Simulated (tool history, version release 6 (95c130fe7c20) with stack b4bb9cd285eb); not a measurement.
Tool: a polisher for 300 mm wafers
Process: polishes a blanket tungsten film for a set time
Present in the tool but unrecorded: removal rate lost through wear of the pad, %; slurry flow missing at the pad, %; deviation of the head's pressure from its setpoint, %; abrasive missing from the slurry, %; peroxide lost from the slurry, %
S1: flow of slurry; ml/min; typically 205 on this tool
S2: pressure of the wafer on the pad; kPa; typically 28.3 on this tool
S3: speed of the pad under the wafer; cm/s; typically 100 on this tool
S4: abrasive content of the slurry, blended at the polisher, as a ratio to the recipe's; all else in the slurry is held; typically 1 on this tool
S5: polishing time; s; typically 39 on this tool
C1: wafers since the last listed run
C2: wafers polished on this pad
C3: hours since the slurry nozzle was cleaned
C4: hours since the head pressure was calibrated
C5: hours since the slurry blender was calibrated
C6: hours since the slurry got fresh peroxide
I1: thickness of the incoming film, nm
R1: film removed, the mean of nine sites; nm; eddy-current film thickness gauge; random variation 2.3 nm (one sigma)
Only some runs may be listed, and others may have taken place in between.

run	hour	S1	S2	S3	S4	S5	C1	C2	C3	C4	C5	C6	I1	R1
1	0	205	28.3	100	1	39	0	932	99.7	165.1	36.7	60.6	1185	182.1
2	40.9	205	28.3	100	1	39	874	1807	140.6	206	77.6	101.5	1182.3	181.3
3	88.3	205	28.3	100	1	39	1013	2821	188	253.4	125	148.9	1163.1	178
# hour 142.9: worn pad replaced by a new one
4	143.4	205	28.3	100	1	39	1093	10	243.1	308.5	180.1	204	1180.4	174.9
# hour 159.1: slurry tank refilled with fresh slurry and peroxide
# hour 159.8: slurry blender recalibrated
5	296.1	205	28.3	110	1	39	3230	3240	395.8	461.2	136.3	137	1176.6	194.9
6	322.9	205	28.3	110	1	39	573	3814	422.6	488	163.1	163.8	1188.5	193.4
# hour 341: slurry nozzle cleaned
# hour 354.5: worn pad replaced by a new one
7	372	205	28.3	100	1	39	943	374	31	537.1	212.2	212.9	1172.9	166.8
# hour 374.4: slurry tank refilled with fresh slurry and peroxide
# hour 379.7: slurry blender recalibrated
8	412.6	205	28.3	100	1	39	804	1178	71.6	577.7	32.9	38.2	1172.8	183
9	442.1	205	28.3	100	1	39	631	1809	101.1	607.2	62.4	67.7	1161.9	181.6
10	494.3	205	28.3	100	1	39	1116	2925	153.3	659.4	114.6	119.9	1188.2	180.7
11	537.2	205	28.3	100	1	46	917	3843	196.2	702.3	157.5	162.8	1177.4	203.3
# hour 572.4: worn pad replaced by a new one
12	599	165	28.3	100	1.3	39	1236	569	258	764.1	219.3	224.6	1176.6	164.6
# hour 604.3: slurry tank refilled with fresh slurry and peroxide
# hour 610.5: slurry blender recalibrated
13	625.6	205	28.3	116	1	44	504	1074	284.6	790.7	15.1	21.3	1176.9	236.9
# hour 651.3: head pressure recalibrated
14	696.1	205	28.3	100	1	39	1465	2539	355.1	44.8	85.6	91.8	1185.1	184.5
15	720.4	205	28.3	100	1.15	39	519	3059	379.4	69.1	109.9	116.1	1161.6	188.3
16	753.2	230	28.3	70	0.85	46	701	3760	412.2	101.9	142.7	148.9	1162.8	143.3
# hour 777.9: worn pad replaced by a new one, of another model than before
17	808.4	205	28.3	100	1	39	1095	651	467.4	157.1	197.9	204.1	1192.2	168.6
# hour 818.7: slurry tank refilled with fresh slurry and peroxide
# hour 848.9: slurry blender recalibrated
18	851.9	165	28.3	78	0.8	45	866	1518	510.9	200.6	3	33.2	1186.3	167.6
# hour 858.4: slurry nozzle cleaned
19	913.5	205	31	100	0.75	30	1296	2814	55.1	262.2	64.6	94.8	1184.1	137.9
20	963.6	205	28.3	100	1	39	1071	3886	105.2	312.3	114.7	144.9	1203	180.8
# hour 1000.3: worn pad replaced by a new one
21	1029.5	205	28.3	100	1	39	1324	624	171.1	378.2	180.6	210.8	1173.7	170.7
# hour 1038.3: slurry tank refilled with fresh slurry and peroxide
# hour 1072.2: slurry blender recalibrated
22	1085.4	205	28.3	100	1	47	1131	1756	227	434.1	13.2	47.1	1189.5	214.6

5 options for the next run, each taken on its own from the tool as it stands now. Forecast them:
A	1085.8	270	28.3	100	1	39	8	1765	227.4	434.5	13.6	47.5	1181.9	?
B	1085.8	205	22.1	128	1	32	8	1765	227.4	434.5	13.6	47.5	1181.9	?
C	1085.8	245	23.4	100	1	43	8	1765	227.4	434.5	13.6	47.5	1181.9	?
D	1085.8	255	18.6	118	1	53	8	1765	227.4	434.5	13.6	47.5	1181.9	?
E	1085.8	205	32.4	100	1	33	8	1765	227.4	434.5	13.6	47.5	1181.9	?

run	R1
A	186.9
B	158.1
C	185.7
D	231.6
E	167.5
Without the tool's hidden state the same runs would have given:
run	R1
A	189
B	159.9
C	187.8
D	234.2
E	169.4
